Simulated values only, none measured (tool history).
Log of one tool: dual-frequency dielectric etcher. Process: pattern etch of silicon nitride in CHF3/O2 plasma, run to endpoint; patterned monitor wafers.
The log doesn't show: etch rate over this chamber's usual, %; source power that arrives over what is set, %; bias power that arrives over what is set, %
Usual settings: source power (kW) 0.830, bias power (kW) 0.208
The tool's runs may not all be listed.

run,day,source power (kW),bias power (kW),wafers since the last listed run,hours since the last wet clean,hours since the last source power generator calibration,hours since the last bias power generator calibration,hours since the last upper electrode change,"incoming incoming film thickness, nm",endpoint time (s)
1,0.000,0.830,0.224,0,359.8,698.1,1920.4,2812.4,109.6,58.2
2,2.033,0.830,0.224,708,408.6,746.9,1969.2,2861.2,110.3,59.2
3,4.850,0.830,0.208,982,476.2,814.5,2036.8,2928.8,109.9,60.0
# day 9.271: wet clean of the chamber
4,9.292,0.830,0.208,1199,0.5,921.1,2143.4,3035.4,110.1,60.2
5,11.775,0.830,0.208,865,60.1,980.7,2203.0,3095.0,109.6,60.1
6,14.250,0.830,0.208,862,119.5,1040.1,2262.4,3154.4,109.9,60.7
7,17.050,0.830,0.208,976,186.7,1107.3,2329.6,3221.6,110.0,59.8
8,28.000,0.830,0.193,3817,449.5,1370.1,2592.4,3484.4,110.1,61.2
9,32.271,0.830,0.208,1489,552.0,1472.6,2694.9,3586.9,109.7,60.1
10,34.929,0.830,0.208,926,615.8,1536.4,2758.7,3650.7,110.2,60.3
# day 36.633: wet clean of the chamber
11,39.400,0.830,0.208,1210,66.4,1643.7,2866.0,3758.0,110.8,60.1
12,40.950,0.830,0.208,540,103.6,1680.9,2903.2,3795.2,110.1,59.9
13,44.346,0.830,0.208,1183,185.1,1762.4,2984.7,3876.7,108.5,59.0
14,48.692,0.830,0.208,1515,289.4,1866.7,3089.0,3981.0,111.5,60.7
15,51.908,0.830,0.244,1121,366.6,1943.9,3166.2,4058.2,109.9,57.3
16,54.646,0.830,0.208,954,432.3,2009.6,3231.9,4123.9,109.7,59.8
17,56.904,0.830,0.208,787,486.5,2063.8,3286.1,4178.1,109.9,60.3
# day 57.992: bias power generator calibrated
18,60.658,0.890,0.244,1250,576.6,2153.9,64.0,4268.2,110.7,56.6
# day 62.704: wet clean of the chamber
# day 65.458: upper electrode replaced
19,65.479,0.980,0.244,983,66.6,2269.6,179.7,0.5,108.7,53.4
20,67.925,0.900,0.208,852,125.3,2328.3,238.4,59.2,109.8,58.7
21,80.892,0.890,0.234,4520,436.5,2639.5,549.6,370.4,108.6,55.5
22,82.646,0.830,0.185,611,478.6,2681.6,591.7,412.5,110.4,62.6
23,86.125,0.830,0.208,1213,562.1,2765.1,675.2,496.0,111.1,60.4
# day 88.300: source power generator calibrated
24,88.321,0.890,0.232,707,614.8,0.5,727.9,548.7,110.7,56.8
# day 90.992: wet clean of the chamber
25,91.008,1.020,0.184,588,0.4,65.0,792.4,613.2,110.2,57.9
26,98.188,0.940,0.185,2503,172.7,237.3,964.7,785.5,109.5,59.6
27,101.054,0.830,0.208,999,241.5,306.1,1033.5,854.3,110.2,60.0
28,108.392,0.690,0.208,2558,417.6,482.2,1209.6,1030.4,109.7,63.4
29,111.400,0.830,0.208,1048,489.8,554.4,1281.8,1102.6,109.0,59.6
30,113.771,0.830,0.208,826,546.7,611.3,1338.7,1159.5,109.1,59.5

3 ways to go on from here, each from the tool as it stands after run 30. What would each give?
A,113.788,0.830,0.208,5,547.1,611.7,1339.1,1159.9,111.3,?
B,113.788,0.630,0.179,5,547.1,611.7,1339.1,1159.9,111.3,?
C,113.788,0.780,0.182,5,547.1,611.7,1339.1,1159.9,111.3,?

run,endpoint time (s)
A,60.7
B,69.3
C,64.5
Without the tool's hidden state the same runs would have given:
run,endpoint time (s)
A,60.7
B,69.3
C,64.5

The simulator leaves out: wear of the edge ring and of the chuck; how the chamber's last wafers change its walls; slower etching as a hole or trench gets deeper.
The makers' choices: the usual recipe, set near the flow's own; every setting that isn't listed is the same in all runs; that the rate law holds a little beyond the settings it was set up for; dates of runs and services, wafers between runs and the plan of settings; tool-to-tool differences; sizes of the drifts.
